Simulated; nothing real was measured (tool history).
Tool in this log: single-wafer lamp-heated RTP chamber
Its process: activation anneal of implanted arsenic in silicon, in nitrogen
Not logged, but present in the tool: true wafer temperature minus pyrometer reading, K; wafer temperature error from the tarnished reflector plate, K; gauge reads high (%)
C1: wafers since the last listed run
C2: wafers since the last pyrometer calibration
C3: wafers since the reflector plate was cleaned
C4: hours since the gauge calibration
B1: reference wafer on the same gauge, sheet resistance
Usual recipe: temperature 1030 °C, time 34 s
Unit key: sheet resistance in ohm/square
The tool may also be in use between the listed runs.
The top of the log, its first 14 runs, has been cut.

At hour 358.8: pyrometer window cleaned and pyrometer calibrated.
Run 15, hour 359.3: usual settings; C1 200; C2 4; C3 974; C4 47.2; B1 403.74. Result: sheet resistance 413.44 ohm/square.
Run 16, hour 368.8: usual settings; C1 87; C2 92; C3 1062; C4 56.7; B1 403.81. Result: sheet resistance 412.14 ohm/square.
Run 17, hour 384.7: usual settings; C1 146; C2 238; C3 1208; C4 72.6; B1 403.85. Result: sheet resistance 413.9 ohm/square.
Run 18, hour 397.2: usual settings but time 19 s; C1 115; C2 353; C3 1323; C4 85.1; B1 404.2. Result: sheet resistance 427.41 ohm/square.
Run 19, hour 414.7: usual settings but temperature 1052 °C, time 45 s; C1 161; C2 514; C3 1484; C4 102.6; B1 403.98. Result: sheet resistance 393.4 ohm/square.
Run 20, hour 431.6: usual settings; C1 155; C2 670; C3 1640; C4 119.5; B1 404.45. Result: sheet resistance 416.27 ohm/square.
Run 21, hour 466.4: usual settings but temperature 1004 °C, time 48 s; C1 320; C2 990; C3 1960; C4 154.3; B1 404.58. Result: sheet resistance 420.79 ohm/square.
Run 22, hour 496.9: usual settings but temperature 1042 °C, time 48 s; C1 280; C2 1271; C3 2241; C4 184.8; B1 405.07. Result: sheet resistance 399.5 ohm/square.
Run 23, hour 517.8: usual settings; C1 192; C2 1464; C3 2434; C4 205.7; B1 405.37. Result: sheet resistance 414.09 ohm/square.
Run 24, hour 534.7: usual settings but time 42 s; C1 155; C2 1619; C3 2589; C4 222.6; B1 405.32. Result: sheet resistance 411.22 ohm/square.
Run 25, hour 554.2: usual settings but time 41 s; C1 179; C2 1799; C3 2769; C4 242.1; B1 405.76. Result: sheet resistance 409.66 ohm/square.
Run 26, hour 581.6: usual settings; C1 252; C2 2051; C3 3021; C4 269.5; B1 405.92. Result: sheet resistance 415.97 ohm/square.
Run 27, hour 628.6: usual settings but temperature 1051 °C; C1 432; C2 2484; C3 3454; C4 316.5; B1 406.07. Result: sheet resistance 405.3 ohm/square.
Run 28, hour 644: usual settings but temperature 1053 °C; C1 141; C2 2625; C3 3595; C4 331.9; B1 406.47. Result: sheet resistance 403.08 ohm/square.
Run 29, hour 664.6: usual settings; C1 189; C2 2815; C3 3785; C4 352.5; B1 406.43. Result: sheet resistance 417.01 ohm/square.
Run 30, hour 694.5: usual settings but temperature 1005 °C, time 42 s; C1 275; C2 3090; C3 4060; C4 382.4; B1 406.97. Result: sheet resistance 427.63 ohm/square.
Run 31, hour 719.2: usual settings; C1 227; C2 3318; C3 4288; C4 407.1; B1 407.23. Result: sheet resistance 417.95 ohm/square.
Run 32, hour 748.3: usual settings but temperature 1041 °C, time 27 s; C1 267; C2 3586; C3 4556; C4 436.2; B1 407.54. Result: sheet resistance 417.4 ohm/square.
Run 33, hour 775.5: usual settings but temperature 1055 °C, time 21 s; C1 250; C2 3836; C3 4806; C4 463.4; B1 407.81. Result: sheet resistance 414.66 ohm/square.
At hour 779.1: gauge calibrated.
Run 34, hour 803.2: usual settings; C1 255; C2 4091; C3 5061; C4 24.1; B1 404.49. Result: sheet resistance 414.62 ohm/square.
Run 35, hour 821.6: usual settings; C1 169; C2 4261; C3 5231; C4 42.5; B1 404.25. Result: sheet resistance 413.49 ohm/square.
Run 36, hour 857.1: usual settings but temperature 1049 °C, time 21 s; C1 326; C2 4587; C3 5557; C4 78; B1 404.7. Result: sheet resistance 416.87 ohm/square.
Run 37, hour 881.4: usual settings but temperature 1010 °C, time 25 s; C1 223; C2 4811; C3 5781; C4 102.3; B1 405.15. Result: sheet resistance 431.63 ohm/square.

Below are 4 alternative next runs, each starting from the tool's condition after run 37. Predict each:
Run A, hour 881.8: usual settings; C1 3; C2 4815; C3 5785; C4 102.7; B1 ?. Result: sheet resistance ?.
Run B, hour 881.8: usual settings but temperature 1017 °C, time 25 s; C1 3; C2 4815; C3 5785; C4 102.7; B1 ?. Result: sheet resistance ?.
Run C, hour 881.8: usual settings but temperature 1043 °C, time 26 s; C1 3; C2 4815; C3 5785; C4 102.7; B1 ?. Result: sheet resistance ?.
Run D, hour 881.8: usual settings but temperature 1002 °C, time 45 s; C1 3; C2 4815; C3 5785; C4 102.7; B1 ?. Result: sheet resistance ?.

run      B1  sheet resistance
  A  405.04            416.67
  B  405.04            430.62
  C  405.04            415.93
  D  405.04               426
Take away the tool's hidden state, keep each run's random variation, and the runs would have read:
run  sheet resistance
  A            415.51
  B            429.41
  C            414.77
  D            424.81

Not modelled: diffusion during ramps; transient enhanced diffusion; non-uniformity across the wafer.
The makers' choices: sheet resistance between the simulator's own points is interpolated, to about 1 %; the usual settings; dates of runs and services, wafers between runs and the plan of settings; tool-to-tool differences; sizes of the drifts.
